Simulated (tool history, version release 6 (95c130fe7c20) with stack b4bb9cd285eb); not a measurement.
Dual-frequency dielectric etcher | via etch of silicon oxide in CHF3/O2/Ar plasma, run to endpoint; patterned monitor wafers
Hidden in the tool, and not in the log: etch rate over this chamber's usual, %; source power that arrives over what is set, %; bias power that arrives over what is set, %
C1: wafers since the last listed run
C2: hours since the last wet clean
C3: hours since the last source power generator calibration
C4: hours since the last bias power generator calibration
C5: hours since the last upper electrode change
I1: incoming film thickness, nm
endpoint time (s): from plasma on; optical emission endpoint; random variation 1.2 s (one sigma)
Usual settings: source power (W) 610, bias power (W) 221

{"run": 1, "hour": 0.0, "source power (W)": 610, "bias power (W)": 221, "C1": 0, "C2": 314.9, "C3": 2907.5, "C4": 1812.3, "C5": 3748.8, "I1": 518.9, "endpoint time (s)": 231.9}
{"run": 2, "hour": 15.2, "source power (W)": 610, "bias power (W)": 195, "C1": 50, "C2": 330.1, "C3": 2922.7, "C4": 1827.5, "C5": 3764, "I1": 520.2, "endpoint time (s)": 237.5}
{"run": 3, "hour": 22.4, "source power (W)": 610, "bias power (W)": 195, "C1": 23, "C2": 337.3, "C3": 2929.9, "C4": 1834.7, "C5": 3771.2, "I1": 518.6, "endpoint time (s)": 236.8}
{"run": 4, "hour": 38.8, "source power (W)": 610, "bias power (W)": 210, "C1": 54, "C2": 353.7, "C3": 2946.3, "C4": 1851.1, "C5": 3787.6, "I1": 521.3, "endpoint time (s)": 233}
{"hour": 58.9, "done": "source power generator calibrated"}
{"hour": 77.9, "done": "wet clean of the chamber"}
{"hour": 84.1, "done": "upper electrode replaced"}
{"run": 5, "hour": 84.6, "source power (W)": 610, "bias power (W)": 221, "C1": 54, "C2": 6.7, "C3": 25.7, "C4": 1896.9, "C5": 0.5, "I1": 517.4, "endpoint time (s)": 243.4}
{"run": 6, "hour": 85.0, "source power (W)": 610, "bias power (W)": 221, "C1": 1, "C2": 7.1, "C3": 26.1, "C4": 1897.3, "C5": 0.9, "I1": 515.4, "endpoint time (s)": 242.2}
{"run": 7, "hour": 85.4, "source power (W)": 610, "bias power (W)": 221, "C1": 1, "C2": 7.5, "C3": 26.5, "C4": 1897.7, "C5": 1.3, "I1": 518.5, "endpoint time (s)": 241.3}
{"run": 8, "hour": 113.2, "source power (W)": 470, "bias power (W)": 193, "C1": 91, "C2": 35.3, "C3": 54.3, "C4": 1925.5, "C5": 29.1, "I1": 515.3, "endpoint time (s)": 280.8}
{"hour": 123.8, "done": "bias power generator calibrated"}
{"run": 9, "hour": 125.7, "source power (W)": 610, "bias power (W)": 221, "C1": 28, "C2": 47.8, "C3": 66.8, "C4": 1.9, "C5": 41.6, "I1": 520.8, "endpoint time (s)": 245}
{"run": 10, "hour": 134.0, "source power (W)": 610, "bias power (W)": 210, "C1": 27, "C2": 56.1, "C3": 75.1, "C4": 10.2, "C5": 49.9, "I1": 519.1, "endpoint time (s)": 245.5}
{"run": 11, "hour": 143.3, "source power (W)": 720, "bias power (W)": 178, "C1": 30, "C2": 65.4, "C3": 84.4, "C4": 19.5, "C5": 59.2, "I1": 517.5, "endpoint time (s)": 237.1}
{"run": 12, "hour": 159.2, "source power (W)": 480, "bias power (W)": 269, "C1": 52, "C2": 81.3, "C3": 100.3, "C4": 35.4, "C5": 75.1, "I1": 519.7, "endpoint time (s)": 251.9}
{"run": 13, "hour": 176.7, "source power (W)": 500, "bias power (W)": 263, "C1": 57, "C2": 98.8, "C3": 117.8, "C4": 52.9, "C5": 92.6, "I1": 517.6, "endpoint time (s)": 247.8}
{"run": 14, "hour": 185.4, "source power (W)": 660, "bias power (W)": 185, "C1": 28, "C2": 107.5, "C3": 126.5, "C4": 61.6, "C5": 101.3, "I1": 516.5, "endpoint time (s)": 241.7}

3 ways to go on from here, each from the tool as it stands after run 14. What would each give?
{"run": "A", "hour": 185.9, "source power (W)": 610, "bias power (W)": 221, "C1": 1, "C2": 108, "C3": 127, "C4": 62.1, "C5": 101.8, "I1": 517.6, "endpoint time (s)": "?"}
{"run": "B", "hour": 185.9, "source power (W)": 720, "bias power (W)": 221, "C1": 1, "C2": 108, "C3": 127, "C4": 62.1, "C5": 101.8, "I1": 517.6, "endpoint time (s)": "?"}
{"run": "C", "hour": 185.9, "source power (W)": 490, "bias power (W)": 221, "C1": 1, "C2": 108, "C3": 127, "C4": 62.1, "C5": 101.8, "I1": 517.6, "endpoint time (s)": "?"}

run=A endpoint_time_(s)=242
run=B endpoint_time_(s)=225.8
run=C endpoint_time_(s)=265.9
Without the tool's hidden state the same runs would have given:
run=A endpoint_time_(s)=243.5
run=B endpoint_time_(s)=227.1
run=C endpoint_time_(s)=267.4
